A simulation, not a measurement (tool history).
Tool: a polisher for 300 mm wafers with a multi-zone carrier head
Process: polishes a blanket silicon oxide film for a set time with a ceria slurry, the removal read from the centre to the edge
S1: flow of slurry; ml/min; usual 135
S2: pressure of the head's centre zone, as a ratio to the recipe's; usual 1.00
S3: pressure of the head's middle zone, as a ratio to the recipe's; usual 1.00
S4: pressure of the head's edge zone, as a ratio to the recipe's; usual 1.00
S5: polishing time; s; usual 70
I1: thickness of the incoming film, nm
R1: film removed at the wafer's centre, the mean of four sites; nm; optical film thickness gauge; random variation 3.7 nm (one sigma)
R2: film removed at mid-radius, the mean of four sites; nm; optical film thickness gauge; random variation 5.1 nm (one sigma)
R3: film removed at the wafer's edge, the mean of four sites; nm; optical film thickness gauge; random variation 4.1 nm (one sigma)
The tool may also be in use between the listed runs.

run,hour,S1,S2,S3,S4,S5,I1,R1,R2,R3
1,0.0,135,1.00,1.00,1.00,70,940.4,325.6,321.9,335.3
# hour 11.6: worn pad replaced by a new one
2,12.1,135,1.00,1.00,1.00,70,940.9,328.0,325.4,337.1
3,16.8,135,1.00,1.05,1.00,70,946.8,323.4,345.6,334.7
4,25.3,135,1.00,1.05,1.00,70,937.6,325.4,330.0,334.1
5,32.4,135,1.00,1.00,1.00,70,926.9,324.3,313.6,333.4
6,48.8,135,1.00,1.00,1.00,70,939.4,319.3,327.7,337.3
7,59.3,135,1.00,1.00,1.00,70,950.5,323.5,314.2,344.2
8,66.7,135,1.00,1.00,1.00,70,942.5,323.3,322.3,331.6
# hour 71.6: centre zone pressure recalibrated
9,76.7,135,1.00,1.00,1.00,70,948.7,323.4,314.5,336.5
10,87.4,135,1.00,1.00,1.00,70,939.2,326.3,316.8,336.3
11,103.5,100,1.00,1.00,1.00,70,951.4,274.9,278.9,309.8
# hour 115.7: edge zone pressure recalibrated
12,116.2,135,1.00,1.00,1.00,70,944.3,320.9,311.9,332.9
# hour 122.6: carrier head's membrane replaced by a new one
# hour 124.4: slurry nozzle cleaned
13,130.8,135,1.00,1.00,1.00,70,936.9,362.0,356.6,355.0
14,147.0,135,1.00,1.00,0.90,70,947.6,366.3,346.3,339.7
15,155.8,135,1.00,0.89,1.00,59,933.3,305.4,274.5,298.4
# hour 172.8: worn pad replaced by a new one
16,173.3,105,0.96,1.00,1.11,93,948.9,415.8,428.8,463.6
17,183.2,105,0.96,1.00,1.11,93,934.4,406.3,424.7,461.3
18,197.5,135,1.00,1.00,0.95,70,935.1,350.0,342.6,343.0
19,214.9,135,1.00,1.00,0.94,70,947.6,349.6,341.9,346.0
20,222.4,135,1.12,0.90,0.91,82,957.1,453.2,354.4,394.5
21,237.2,135,1.00,1.00,1.00,70,935.4,343.7,336.4,345.6
22,249.9,155,1.00,1.05,1.00,70,950.8,361.0,365.0,353.5
23,261.0,155,0.97,0.92,1.07,70,937.2,350.8,322.5,369.0

Forecast each of these 3 alternatives for the next run:
A,261.4,135,1.00,1.00,1.00,70,940.9,?,?,?
B,261.4,115,1.00,1.00,0.93,70,940.9,?,?,?
C,261.4,135,1.00,0.95,0.92,70,940.9,?,?,?

run,R1,R2,R3
A,336.2,347.3,337.1
B,316.8,329.8,314.6
C,336.1,332.7,324.2
Without the tool's hidden state the same runs would have given:
run,R1,R2,R3
A,360.1,368.8,351.4
B,343.8,354.1,330.0
C,360.0,353.3,338.1
